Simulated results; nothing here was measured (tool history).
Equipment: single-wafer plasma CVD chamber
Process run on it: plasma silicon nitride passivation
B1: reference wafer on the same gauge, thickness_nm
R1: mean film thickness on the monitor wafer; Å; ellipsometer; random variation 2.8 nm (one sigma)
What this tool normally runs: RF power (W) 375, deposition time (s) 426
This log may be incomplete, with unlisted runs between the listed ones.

run 1 hour=0 | RF_power_(W)=375 deposition_time_(s)=371 | B1=593.086 | R1=4968.12
run 2 hour=86.4 | RF_power_(W)=375 deposition_time_(s)=371 | B1=593.225 | R1=4984.72
-- hour=140.4 RF generator calibrated
run 3 hour=163.4 | RF_power_(W)=375 deposition_time_(s)=371 | B1=593.678 | R1=5058.93
run 4 hour=242.4 | RF_power_(W)=375 deposition_time_(s)=426 | B1=593.283 | R1=5767.45
run 5 hour=307.5 | RF_power_(W)=375 deposition_time_(s)=426 | B1=593.478 | R1=5784.14
run 6 hour=348.5 | RF_power_(W)=375 deposition_time_(s)=426 | B1=593.223 | R1=5811.06
run 7 hour=430.1 | RF_power_(W)=415 deposition_time_(s)=426 | B1=593.592 | R1=5921.74
run 8 hour=515.6 | RF_power_(W)=415 deposition_time_(s)=426 | B1=592.946 | R1=5980.87
run 9 hour=598.9 | RF_power_(W)=415 deposition_time_(s)=426 | B1=593.252 | R1=5948.39
run 10 hour=657.2 | RF_power_(W)=375 deposition_time_(s)=426 | B1=592.876 | R1=5750.32
run 11 hour=714.9 | RF_power_(W)=375 deposition_time_(s)=426 | B1=593.178 | R1=5713.12
run 12 hour=775.2 | RF_power_(W)=375 deposition_time_(s)=392 | B1=592.887 | R1=5222.74
run 13 hour=824.6 | RF_power_(W)=340 deposition_time_(s)=426 | B1=592.855 | R1=5557.97
run 14 hour=900.1 | RF_power_(W)=340 deposition_time_(s)=426 | B1=592.556 | R1=5598.82
run 15 hour=978.8 | RF_power_(W)=340 deposition_time_(s)=426 | B1=592.592 | R1=5550.72
run 16 hour=1050.9 | RF_power_(W)=375 deposition_time_(s)=452 | B1=593.038 | R1=6046.38
run 17 hour=1135.8 | RF_power_(W)=375 deposition_time_(s)=426 | B1=592.635 | R1=5677.18
run 18 hour=1412.4 | RF_power_(W)=375 deposition_time_(s)=481 | B1=593.055 | R1=6465.95
-- hour=1493 gauge calibrated
-- hour=1496.4 RF generator calibrated
run 19 hour=1496.9 | RF_power_(W)=330 deposition_time_(s)=426 | B1=592.62 | R1=5636.91
run 20 hour=1560 | RF_power_(W)=375 deposition_time_(s)=426 | B1=592.21 | R1=5857.76
run 21 hour=1637.6 | RF_power_(W)=410 deposition_time_(s)=509 | B1=592.853 | R1=7160.09
run 22 hour=1694.9 | RF_power_(W)=400 deposition_time_(s)=426 | B1=592.958 | R1=5875.44
run 23 hour=1788.6 | RF_power_(W)=375 deposition_time_(s)=487 | B1=592.8 | R1=6597.33
run 24 hour=1844.7 | RF_power_(W)=375 deposition_time_(s)=426 | B1=592.46 | R1=5821.34
run 25 hour=1929.6 | RF_power_(W)=345 deposition_time_(s)=450 | B1=592.734 | R1=5965.44
run 26 hour=1997.8 | RF_power_(W)=375 deposition_time_(s)=487 | B1=592.876 | R1=6546.99
run 27 hour=2079.5 | RF_power_(W)=375 deposition_time_(s)=426 | B1=592.912 | R1=5768.22
run 28 hour=2136.6 | RF_power_(W)=325 deposition_time_(s)=472 | B1=593.127 | R1=6072.75
-- hour=2159.3 showerhead replaced
run 29 hour=2224 | RF_power_(W)=395 deposition_time_(s)=398 | B1=593.49 | R1=5468.25
run 30 hour=2306.3 | RF_power_(W)=375 deposition_time_(s)=373 | B1=593.045 | R1=5034.33
run 31 hour=2384.3 | RF_power_(W)=350 deposition_time_(s)=360 | B1=593.504 | R1=4709.74
run 32 hour=2429 | RF_power_(W)=420 deposition_time_(s)=376 | B1=592.317 | R1=5151.66
run 33 hour=2479.1 | RF_power_(W)=395 deposition_time_(s)=398 | B1=592.786 | R1=5393.83
-- hour=2576.5 RF generator calibrated
run 34 hour=2577 | RF_power_(W)=375 deposition_time_(s)=426 | B1=592.79 | R1=5829.37
run 35 hour=2646.1 | RF_power_(W)=375 deposition_time_(s)=487 | B1=592.476 | R1=6709.16
run 36 hour=2745.1 | RF_power_(W)=410 deposition_time_(s)=509 | B1=593.348 | R1=7157.31
run 37 hour=2796 | RF_power_(W)=425 deposition_time_(s)=481 | B1=593.16 | R1=6807.43

4 options for the next run, each taken on its own from the tool as it stands now. Forecast them:
run A hour=2796.5 | RF_power_(W)=375 deposition_time_(s)=356 | B1=? | R1=?
run B hour=2796.5 | RF_power_(W)=410 deposition_time_(s)=462 | B1=? | R1=?
run C hour=2796.5 | RF_power_(W)=410 deposition_time_(s)=492 | B1=? | R1=?
run D hour=2796.5 | RF_power_(W)=375 deposition_time_(s)=367 | B1=? | R1=?

run=A B1=592.72 R1=4790.81
run=B B1=592.72 R1=6380.85
run=C B1=592.72 R1=6795.19
run=D B1=592.72 R1=4938.84
Stripped of hidden state, with their random variation kept, the same runs would have yielded:
run=A R1=4844.74
run=B R1=6452.67
run=C R1=6871.68
run=D R1=4994.44
